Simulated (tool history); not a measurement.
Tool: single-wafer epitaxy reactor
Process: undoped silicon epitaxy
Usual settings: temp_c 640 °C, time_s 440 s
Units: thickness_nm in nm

run	hour	temp_c	time_s	read-back reference wafer on the same gauge, thickness_nm	thickness_nm
1	0	649	440	76.544	78.053
2	56.5	649	440	76.679	77.419
3	93.6	649	440	76.714	78.124
4	141	632	489	76.818	62.143
5	172.3	640	440	76.854	65.678
6	209.9	640	440	76.908	65.52
7	255.5	640	440	76.984	65.555
8	291.7	640	440	77.05	66.192
9	329.6	640	440	77.116	66.065
10	365.6	644	440	77.178	71.475
11	412.8	629	440	77.324	52.84
12	452.6	629	440	77.347	53.058
13	504.9	629	440	77.468	53.162
14	571.4	640	440	77.667	65.709
15	627.5	640	440	77.738	66.113
16	683.2	647	521	77.794	90.153
# hour 739.6: pyrometer calibrated
17	754.2	649	494	77.991	88.831

The next listed run, before its measurement:
# hour 790.7: gauge calibrated
18	821	640	417	?	?

{"run 18": {"read-back reference wafer on the same gauge, thickness_nm": 75.274, "thickness_nm": 61.081}}
Without the tool's hidden state the same run would have given thickness_nm 61.024 nm.
